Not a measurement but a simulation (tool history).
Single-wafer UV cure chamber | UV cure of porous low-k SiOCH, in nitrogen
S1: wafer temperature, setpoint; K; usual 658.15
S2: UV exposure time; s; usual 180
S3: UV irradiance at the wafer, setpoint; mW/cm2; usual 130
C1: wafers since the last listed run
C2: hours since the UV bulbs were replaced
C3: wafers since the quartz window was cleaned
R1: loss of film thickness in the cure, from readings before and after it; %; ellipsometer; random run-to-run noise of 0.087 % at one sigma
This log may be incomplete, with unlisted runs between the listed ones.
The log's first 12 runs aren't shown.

{"run": 13, "hour": 148.9, "S1": 658.15, "S2": 180, "S3": 130, "C1": 40, "C2": 2564.0, "C3": 3176, "R1": 7.735}
{"run": 14, "hour": 155.6, "S1": 658.15, "S2": 180, "S3": 130, "C1": 31, "C2": 2570.7, "C3": 3207, "R1": 7.759}
{"run": 15, "hour": 169.0, "S1": 658.15, "S2": 180, "S3": 130, "C1": 63, "C2": 2584.1, "C3": 3271, "R1": 7.642}
{"run": 16, "hour": 181.8, "S1": 674.15, "S2": 180, "S3": 130, "C1": 60, "C2": 2596.9, "C3": 3332, "R1": 7.918}
{"run": 17, "hour": 232.7, "S1": 658.15, "S2": 180, "S3": 130, "C1": 242, "C2": 2647.8, "C3": 3574, "R1": 7.691}
{"run": 18, "hour": 245.0, "S1": 658.15, "S2": 180, "S3": 130, "C1": 58, "C2": 2660.1, "C3": 3633, "R1": 7.53}
{"run": 19, "hour": 256.7, "S1": 658.15, "S2": 180, "S3": 130, "C1": 55, "C2": 2671.8, "C3": 3688, "R1": 7.685}
{"run": 20, "hour": 263.7, "S1": 658.15, "S2": 180, "S3": 130, "C1": 33, "C2": 2678.8, "C3": 3722, "R1": 7.731}
{"run": 21, "hour": 273.1, "S1": 658.15, "S2": 180, "S3": 130, "C1": 44, "C2": 2688.2, "C3": 3766, "R1": 7.722}
{"run": 22, "hour": 279.5, "S1": 658.15, "S2": 180, "S3": 130, "C1": 30, "C2": 2694.6, "C3": 3797, "R1": 7.558}
{"hour": 297.4, "done": "quartz window cleaned"}
{"run": 23, "hour": 297.9, "S1": 642.15, "S2": 180, "S3": 130, "C1": 49, "C2": 2713.0, "C3": 2, "R1": 8.227}
{"run": 24, "hour": 301.3, "S1": 642.15, "S2": 180, "S3": 130, "C1": 16, "C2": 2716.4, "C3": 18, "R1": 8.109}
{"run": 25, "hour": 315.1, "S1": 658.15, "S2": 180, "S3": 130, "C1": 65, "C2": 2730.2, "C3": 84, "R1": 8.301}
{"run": 26, "hour": 332.9, "S1": 678.15, "S2": 95, "S3": 102, "C1": 84, "C2": 2748.0, "C3": 169, "R1": 5.363}
{"run": 27, "hour": 340.0, "S1": 658.15, "S2": 180, "S3": 102, "C1": 33, "C2": 2755.1, "C3": 202, "R1": 7.286}
{"run": 28, "hour": 356.3, "S1": 651.15, "S2": 265, "S3": 147, "C1": 77, "C2": 2771.4, "C3": 280, "R1": 10.359}

Run 29 has not been measured yet. What should we expect?
{"run": 29, "hour": 372.1, "S1": 652.15, "S2": 265, "S3": 130, "C1": 75, "C2": 2787.2, "C3": 355, "R1": "?"}

{"run 29": {"R1": 9.704}}
Had the tool carried no hidden state, the very same run would have given R1 11.668 %.
